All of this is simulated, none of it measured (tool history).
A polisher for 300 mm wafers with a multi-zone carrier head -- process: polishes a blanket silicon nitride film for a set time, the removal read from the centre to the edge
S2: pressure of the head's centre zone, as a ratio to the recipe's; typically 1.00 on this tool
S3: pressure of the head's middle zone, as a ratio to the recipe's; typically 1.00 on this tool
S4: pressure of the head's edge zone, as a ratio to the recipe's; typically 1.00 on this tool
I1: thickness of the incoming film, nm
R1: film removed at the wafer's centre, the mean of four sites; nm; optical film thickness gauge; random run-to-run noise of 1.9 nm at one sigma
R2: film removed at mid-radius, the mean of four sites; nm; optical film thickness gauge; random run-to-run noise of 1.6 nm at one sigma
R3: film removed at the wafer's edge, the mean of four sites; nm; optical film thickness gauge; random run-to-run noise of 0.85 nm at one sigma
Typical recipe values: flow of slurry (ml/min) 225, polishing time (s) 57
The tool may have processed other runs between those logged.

Run 1, day 0.000: usual settings but S2 1.08, S3 1.05, polishing time (s) 74; I1 400.6. Result: R1 174.8 nm, R2 166.1 nm, R3 157.5 nm.
Run 2, day 0.900: usual settings but S4 1.08, polishing time (s) 51; I1 398.1. Result: R1 109.3 nm, R2 108.0 nm, R3 110.4 nm.
Run 3, day 1.683: usual settings; I1 404.1. Result: R1 125.4 nm, R2 119.2 nm, R3 118.8 nm.
Run 4, day 2.896: usual settings; I1 400.5. Result: R1 119.0 nm, R2 117.8 nm, R3 117.2 nm.
Run 5, day 4.246: usual settings but flow of slurry (ml/min) 255, polishing time (s) 44; I1 402.3. Result: R1 92.6 nm, R2 90.7 nm, R3 89.6 nm.
At day 4.408: centre zone pressure recalibrated.
At day 4.792: worn pad replaced by a new one.
Run 6, day 5.408: usual settings; I1 395.9. Result: R1 126.6 nm, R2 123.5 nm, R3 120.9 nm.
At day 5.988: edge zone pressure recalibrated.
Run 7, day 6.625: usual settings; I1 400.2. Result: R1 124.8 nm, R2 123.5 nm, R3 121.2 nm.
Run 8, day 7.475: usual settings; I1 399.0. Result: R1 119.4 nm, R2 118.9 nm, R3 119.2 nm.
Run 9, day 8.954: usual settings but S2 1.06, S4 1.11, polishing time (s) 45; I1 399.8. Result: R1 99.8 nm, R2 93.0 nm, R3 99.0 nm.
Run 10, day 10.438: usual settings but flow of slurry (ml/min) 300, polishing time (s) 68; I1 397.4. Result: R1 146.3 nm, R2 142.8 nm, R3 140.0 nm.
Run 11, day 11.904: usual settings but S2 1.12, S3 0.93, polishing time (s) 68; I1 398.7. Result: R1 161.1 nm, R2 128.2 nm, R3 137.0 nm.
At day 14.700: worn pad replaced by a new one.
At day 16.017: carrier head's membrane replaced by a new one.
Run 12, day 16.038: usual settings but S2 0.94, S4 0.97; I1 406.8. Result: R1 123.0 nm, R2 125.6 nm, R3 123.3 nm.
At day 16.475: slurry nozzle cleaned.
Run 13, day 16.942: usual settings but flow of slurry (ml/min) 255, S2 0.95; I1 401.1. Result: R1 122.1 nm, R2 128.4 nm, R3 125.8 nm.
Run 14, day 18.108: usual settings but flow of slurry (ml/min) 280; I1 401.9. Result: R1 132.1 nm, R2 127.0 nm, R3 125.3 nm.
Run 15, day 19.525: usual settings but S2 0.96, S3 1.08, S4 1.07, polishing time (s) 68; I1 403.9. Result: R1 142.2 nm, R2 152.5 nm, R3 148.2 nm.
Run 16, day 20.554: usual settings but flow of slurry (ml/min) 245, S3 1.05, S4 1.09; I1 402.5. Result: R1 124.5 nm, R2 125.6 nm, R3 126.0 nm.
Run 17, day 21.112: usual settings but S3 0.95, polishing time (s) 66; I1 404.0. Result: R1 144.6 nm, R2 131.2 nm, R3 137.2 nm.
Run 18, day 22.058: usual settings but flow of slurry (ml/min) 295; I1 395.0. Result: R1 123.8 nm, R2 120.4 nm, R3 119.3 nm.
Run 19, day 23.638: usual settings but flow of slurry (ml/min) 280, S2 0.96, S4 1.04, polishing time (s) 76; I1 404.3. Result: R1 156.5 nm, R2 157.4 nm, R3 158.5 nm.
Run 20, day 24.871: usual settings; I1 404.3. Result: R1 116.3 nm, R2 113.1 nm, R3 114.6 nm.
At day 25.121: worn pad replaced by a new one.
Run 21, day 26.054: usual settings but flow of slurry (ml/min) 185, S4 1.05, polishing time (s) 65; I1 397.6. Result: R1 140.6 nm, R2 136.1 nm, R3 142.0 nm.
Run 22, day 27.079: usual settings; I1 403.9. Result: R1 126.9 nm, R2 123.0 nm, R3 121.4 nm.

4 ways to go on from here, each from the tool as it stands after run 22. What would each give?
Run A, day 27.096: usual settings; I1 396.3. Result: R1 ?, R2 ?, R3 ?.
Run B, day 27.096: usual settings but S2 1.08, S4 0.96; I1 396.3. Result: R1 ?, R2 ?, R3 ?.
Run C, day 27.096: usual settings but S2 0.89, S3 1.07, S4 1.03, polishing time (s) 40; I1 396.3. Result: R1 ?, R2 ?, R3 ?.
Run D, day 27.096: usual settings but flow of slurry (ml/min) 255; I1 396.3. Result: R1 ?, R2 ?, R3 ?.

run     R1     R2     R3
  A  125.4  119.3  122.2
  B  134.5  119.3  119.8
  C   79.2   88.7   86.9
  D  127.6  121.2  123.6
Without the tool's unlogged condition, the same runs would have read:
run     R1     R2     R3
  A  129.7  123.4  126.4
  B  139.2  123.4  124.0
  C   81.9   91.8   89.9
  D  132.0  125.4  127.9
